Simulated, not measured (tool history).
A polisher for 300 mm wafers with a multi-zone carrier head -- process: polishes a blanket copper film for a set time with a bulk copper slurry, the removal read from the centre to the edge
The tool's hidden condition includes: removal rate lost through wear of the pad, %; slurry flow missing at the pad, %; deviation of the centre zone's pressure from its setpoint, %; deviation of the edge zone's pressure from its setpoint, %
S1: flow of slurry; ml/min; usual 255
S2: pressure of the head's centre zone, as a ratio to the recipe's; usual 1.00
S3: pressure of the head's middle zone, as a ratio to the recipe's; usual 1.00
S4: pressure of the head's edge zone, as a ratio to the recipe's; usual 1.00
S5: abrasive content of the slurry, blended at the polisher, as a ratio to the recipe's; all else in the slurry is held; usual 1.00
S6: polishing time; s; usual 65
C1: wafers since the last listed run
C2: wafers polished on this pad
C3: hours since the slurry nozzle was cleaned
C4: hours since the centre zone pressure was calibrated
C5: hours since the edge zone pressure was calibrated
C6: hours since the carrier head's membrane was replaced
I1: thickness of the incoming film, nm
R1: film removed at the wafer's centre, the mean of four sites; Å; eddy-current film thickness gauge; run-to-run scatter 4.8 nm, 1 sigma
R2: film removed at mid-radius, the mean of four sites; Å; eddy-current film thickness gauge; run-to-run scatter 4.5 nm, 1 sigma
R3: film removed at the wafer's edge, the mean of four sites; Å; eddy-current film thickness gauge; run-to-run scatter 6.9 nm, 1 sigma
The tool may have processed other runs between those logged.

run 1 hour=0.0 | S1=255 S2=1.00 S3=1.00 S4=1.00 S5=1.00 S6=65 | C1=0 C2=887 C3=558.2 C4=1155.4 C5=186.2 C6=791.8 | I1=2342.9 | R1=4849 R2=5025 R3=5011
run 2 hour=26.9 | S1=255 S2=1.00 S3=1.00 S4=1.00 S5=1.00 S6=65 | C1=309 C2=1196 C3=585.1 C4=1182.3 C5=213.1 C6=818.7 | I1=2400.0 | R1=4914 R2=4959 R3=4932
-- hour=44.7 worn pad replaced by a new one
run 3 hour=51.2 | S1=255 S2=1.00 S3=1.00 S4=1.00 S5=1.00 S6=65 | C1=233 C2=74 C3=609.4 C4=1206.6 C5=237.4 C6=843.0 | I1=2360.8 | R1=4784 R2=4901 R3=4939
run 4 hour=66.2 | S1=255 S2=1.00 S3=1.00 S4=1.04 S5=1.00 S6=65 | C1=172 C2=246 C3=624.4 C4=1221.6 C5=252.4 C6=858.0 | I1=2370.2 | R1=4905 R2=4991 R3=5132
run 5 hour=101.7 | S1=255 S2=1.00 S3=1.00 S4=1.04 S5=1.00 S6=65 | C1=408 C2=654 C3=659.9 C4=1257.1 C5=287.9 C6=893.5 | I1=2340.2 | R1=4895 R2=5047 R3=5030
run 6 hour=125.9 | S1=255 S2=1.00 S3=1.00 S4=1.00 S5=1.00 S6=55 | C1=278 C2=933 C3=684.1 C4=1281.3 C5=312.1 C6=917.7 | I1=2320.4 | R1=4120 R2=4137 R3=4269
run 7 hour=158.8 | S1=255 S2=1.00 S3=1.00 S4=1.00 S5=1.00 S6=55 | C1=378 C2=1311 C3=717.0 C4=1314.2 C5=345.0 C6=950.6 | I1=2363.7 | R1=4084 R2=4248 R3=4159
-- hour=173.8 worn pad replaced by a new one
run 8 hour=174.3 | S1=255 S2=1.00 S3=1.07 S4=1.00 S5=1.00 S6=65 | C1=132 C2=5 C3=732.5 C4=1329.7 C5=360.5 C6=966.1 | I1=2382.9 | R1=4998 R2=5194 R3=5008
run 9 hour=192.1 | S1=255 S2=1.00 S3=1.00 S4=1.00 S5=1.00 S6=65 | C1=204 C2=210 C3=750.3 C4=1347.5 C5=378.3 C6=983.9 | I1=2385.2 | R1=4915 R2=4950 R3=4935
-- hour=205.7 edge zone pressure recalibrated
-- hour=218.9 centre zone pressure recalibrated
run 10 hour=224.0 | S1=255 S2=1.00 S3=1.00 S4=1.00 S5=1.00 S6=50 | C1=320 C2=531 C3=782.2 C4=5.1 C5=18.3 C6=1015.8 | I1=2407.9 | R1=3714 R2=3753 R3=3756
run 11 hour=243.4 | S1=255 S2=1.00 S3=1.00 S4=0.96 S5=1.00 S6=65 | C1=223 C2=754 C3=801.6 C4=24.5 C5=37.7 C6=1035.2 | I1=2342.1 | R1=4824 R2=5001 R3=4878
-- hour=259.7 slurry nozzle cleaned
run 12 hour=272.3 | S1=255 S2=0.90 S3=1.00 S4=1.00 S5=1.00 S6=65 | C1=320 C2=1075 C3=12.6 C4=53.4 C5=66.6 C6=1064.1 | I1=2351.8 | R1=4379 R2=5020 R3=5094
run 13 hour=297.0 | S1=255 S2=0.91 S3=1.08 S4=1.00 S5=1.20 S6=65 | C1=283 C2=1358 C3=37.3 C4=78.1 C5=91.3 C6=1088.8 | I1=2375.2 | R1=4628 R2=5483 R3=5249
-- hour=302.2 worn pad replaced by a new one
-- hour=325.6 carrier head's membrane replaced by a new one
run 14 hour=326.1 | S1=255 S2=1.00 S3=1.00 S4=1.00 S5=1.00 S6=65 | C1=231 C2=217 C3=66.4 C4=107.2 C5=120.4 C6=0.5 | I1=2402.5 | R1=4882 R2=4975 R3=4886
run 15 hour=346.0 | S1=255 S2=1.00 S3=1.04 S4=0.94 S5=1.00 S6=54 | C1=228 C2=445 C3=86.3 C4=127.1 C5=140.3 C6=20.4 | I1=2383.6 | R1=3997 R2=4215 R3=3979
run 16 hour=381.6 | S1=225 S2=1.12 S3=1.00 S4=0.91 S5=1.00 S6=82 | C1=409 C2=855 C3=121.9 C4=162.7 C5=175.9 C6=56.0 | I1=2385.2 | R1=6777 R2=6083 R3=5849
run 17 hour=408.7 | S1=255 S2=0.92 S3=1.00 S4=0.89 S5=0.80 S6=65 | C1=311 C2=1166 C3=149.0 C4=189.8 C5=203.0 C6=83.1 | I1=2420.5 | R1=4216 R2=4682 R3=4406
run 18 hour=428.3 | S1=320 S2=1.00 S3=0.93 S4=1.00 S5=0.75 S6=42 | C1=225 C2=1391 C3=168.6 C4=209.4 C5=222.6 C6=102.7 | I1=2371.6 | R1=2937 R2=2850 R3=2981
-- hour=434.9 worn pad replaced by a new one
run 19 hour=462.8 | S1=255 S2=1.00 S3=0.93 S4=1.00 S5=1.00 S6=81 | C1=350 C2=320 C3=203.1 C4=243.9 C5=257.1 C6=137.2 | I1=2376.8 | R1=6078 R2=5988 R3=6084
run 20 hour=485.2 | S1=255 S2=0.90 S3=1.00 S4=0.94 S5=1.00 S6=65 | C1=257 C2=578 C3=225.5 C4=266.3 C5=279.5 C6=159.6 | I1=2393.2 | R1=4335 R2=4942 R3=4778

List, for all runs, the conditions of the tool that the log does not record:
removal rate lost through wear of the pad, %: 0 across all the runs
slurry flow missing at the pad, %: 0 across all the runs
deviation of the centre zone's pressure from its setpoint, %: 0 across all the runs
deviation of the edge zone's pressure from its setpoint, %: 0 across all the runs

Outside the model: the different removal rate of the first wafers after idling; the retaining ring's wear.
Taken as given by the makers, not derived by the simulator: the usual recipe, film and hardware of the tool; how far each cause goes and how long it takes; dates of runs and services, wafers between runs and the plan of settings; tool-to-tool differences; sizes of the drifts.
